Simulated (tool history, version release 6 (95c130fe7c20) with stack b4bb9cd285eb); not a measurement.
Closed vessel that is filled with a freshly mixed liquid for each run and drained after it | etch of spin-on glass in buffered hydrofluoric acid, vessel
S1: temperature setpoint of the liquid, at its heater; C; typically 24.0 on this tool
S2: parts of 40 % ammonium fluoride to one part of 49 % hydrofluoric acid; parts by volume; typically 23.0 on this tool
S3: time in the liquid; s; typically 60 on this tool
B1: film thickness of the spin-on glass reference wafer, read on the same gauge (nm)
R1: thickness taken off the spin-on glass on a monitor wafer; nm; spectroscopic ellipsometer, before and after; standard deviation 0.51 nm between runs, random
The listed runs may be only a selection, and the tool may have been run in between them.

run 1 hour=0.0 | S1=24.0 S2=23.0 S3=60 | B1=40.72 | R1=80.99
run 2 hour=29.7 | S1=24.0 S2=23.0 S3=60 | B1=40.71 | R1=81.68
run 3 hour=43.6 | S1=24.0 S2=23.0 S3=60 | B1=40.74 | R1=80.09
run 4 hour=75.9 | S1=24.0 S2=23.0 S3=60 | B1=40.84 | R1=81.62
run 5 hour=97.5 | S1=24.0 S2=23.0 S3=60 | B1=40.84 | R1=81.78
run 6 hour=127.7 | S1=24.0 S2=23.0 S3=60 | B1=40.90 | R1=81.51
run 7 hour=157.2 | S1=24.0 S2=23.0 S3=60 | B1=40.92 | R1=80.45
-- hour=172.2 thermometer replaced
run 8 hour=188.0 | S1=24.0 S2=23.0 S3=60 | B1=40.97 | R1=81.63
-- hour=201.9 hydrofluoric acid flow meter replaced
run 9 hour=202.4 | S1=24.0 S2=23.0 S3=60 | B1=40.98 | R1=80.65
run 10 hour=229.7 | S1=24.0 S2=23.0 S3=60 | B1=41.04 | R1=82.00
run 11 hour=245.1 | S1=24.0 S2=23.0 S3=60 | B1=41.06 | R1=80.95
-- hour=249.6 gauge calibrated
run 12 hour=280.3 | S1=24.0 S2=23.0 S3=60 | B1=40.12 | R1=79.99
run 13 hour=307.8 | S1=24.0 S2=23.0 S3=60 | B1=40.18 | R1=78.92
run 14 hour=333.6 | S1=27.0 S2=23.0 S3=60 | B1=40.20 | R1=94.13
run 15 hour=364.7 | S1=24.0 S2=23.0 S3=60 | B1=40.29 | R1=80.02
run 16 hour=394.9 | S1=24.0 S2=15.5 S3=80 | B1=40.32 | R1=150.23
run 17 hour=409.6 | S1=27.5 S2=20.5 S3=80 | B1=40.35 | R1=139.17
run 18 hour=437.1 | S1=24.0 S2=23.0 S3=90 | B1=40.39 | R1=120.50
run 19 hour=464.0 | S1=21.5 S2=23.0 S3=40 | B1=40.44 | R1=46.43
run 20 hour=486.5 | S1=28.0 S2=19.5 S3=45 | B1=40.47 | R1=84.18
run 21 hour=504.5 | S1=25.5 S2=23.0 S3=40 | B1=40.53 | R1=58.03
run 22 hour=522.2 | S1=19.5 S2=30.0 S3=60 | B1=40.51 | R1=52.26
run 23 hour=538.8 | S1=27.5 S2=30.0 S3=90 | B1=40.56 | R1=122.10
run 24 hour=551.8 | S1=27.5 S2=15.0 S3=50 | B1=40.57 | R1=118.30

Below are 5 alternative next runs, each starting from the tool's condition after run 24. Predict each:
run A hour=552.5 | S1=24.0 S2=23.0 S3=60 | B1=? | R1=?
run B hour=552.5 | S1=25.5 S2=26.5 S3=75 | B1=? | R1=?
run C hour=552.5 | S1=24.0 S2=25.5 S3=60 | B1=? | R1=?
run D hour=552.5 | S1=20.5 S2=23.0 S3=60 | B1=? | R1=?
run E hour=552.5 | S1=26.0 S2=15.0 S3=90 | B1=? | R1=?

run=A B1=40.56 R1=80.33
run=B B1=40.56 R1=98.86
run=C B1=40.56 R1=74.82
run=D B1=40.56 R1=66.16
run=E B1=40.56 R1=196.29
With no hidden state in the tool, these same runs would have given:
run=A R1=79.17
run=B R1=97.44
run=C R1=73.74
run=D R1=65.21
run=E R1=193.47

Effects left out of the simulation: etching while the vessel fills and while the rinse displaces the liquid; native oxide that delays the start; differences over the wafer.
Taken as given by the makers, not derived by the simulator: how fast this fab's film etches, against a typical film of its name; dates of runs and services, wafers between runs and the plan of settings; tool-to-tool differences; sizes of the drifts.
